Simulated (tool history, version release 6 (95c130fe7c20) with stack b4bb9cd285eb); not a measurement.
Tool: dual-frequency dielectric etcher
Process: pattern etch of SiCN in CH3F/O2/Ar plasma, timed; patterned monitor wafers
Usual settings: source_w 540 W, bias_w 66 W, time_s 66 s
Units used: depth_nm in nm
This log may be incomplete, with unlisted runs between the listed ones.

| run | hour | source_w | bias_w | time_s | read-back reference wafer on the same gauge, depth_nm | depth_nm |
|---|---|---|---|---|---|---|
| 1 | 0 | 540 | 66 | 66 | 32.22 | 28.14 |
| 2 | 58 | 540 | 54 | 66 | 32.13 | 26.39 |
| 3 | 102.7 | 540 | 66 | 66 | 32.24 | 27.97 |
| 4 | 146.8 | 540 | 66 | 66 | 32.18 | 27.3 |
|  | 219.7 | upper electrode replaced |
| 5 | 220.2 | 540 | 66 | 80 | 32.21 | 33.1 |
| 6 | 223.7 | 540 | 66 | 72.5 | 32.13 | 30 |
|  | 265.7 | wet clean of the chamber |
|  | 272.3 | gauge calibrated |
| 7 | 292.3 | 540 | 60 | 76 | 32.22 | 29.66 |
| 8 | 318.8 | 420 | 52 | 73.5 | 32.26 | 25.59 |
|  | 327.9 | bias power generator calibrated |
|  | 383.4 | wet clean of the chamber, repeated, since the last time left the tool worse |
| 9 | 383.9 | 540 | 66 | 66 | 32.22 | 28.03 |
| 10 | 403.2 | 680 | 66 | 81.5 | 32.33 | 36.82 |
|  | 424 | source power generator calibrated |
| 11 | 458.9 | 400 | 60 | 79.5 | 32.19 | 30.5 |
| 12 | 507.4 | 410 | 61 | 66 | 32.1 | 25.22 |
| 13 | 546.1 | 580 | 66 | 66 | 32.27 | 28.1 |
| 14 | 574.1 | 540 | 53 | 54.5 | 32.13 | 21.23 |

Consider 3 possible next runs. They are alternatives, not a sequence: every one starts from the tool as it was left by run 14. What does each give?
| A | 574.5 | 540 | 66 | 66 | ? | ? |
| B | 574.5 | 610 | 58 | 48.5 | ? | ? |
| C | 574.5 | 600 | 52 | 54 | ? | ? |

| run | read-back reference wafer on the same gauge, depth_nm | depth_nm |
|---|---|---|
| A | 32.26 | 27.36 |
| B | 32.26 | 20.11 |
| C | 32.26 | 21.67 |
Take away the tool's hidden state, keep each run's random variation, and the runs would have read:
| run | depth_nm |
|---|---|
| A | 28.02 |
| B | 20.6 |
| C | 22.19 |

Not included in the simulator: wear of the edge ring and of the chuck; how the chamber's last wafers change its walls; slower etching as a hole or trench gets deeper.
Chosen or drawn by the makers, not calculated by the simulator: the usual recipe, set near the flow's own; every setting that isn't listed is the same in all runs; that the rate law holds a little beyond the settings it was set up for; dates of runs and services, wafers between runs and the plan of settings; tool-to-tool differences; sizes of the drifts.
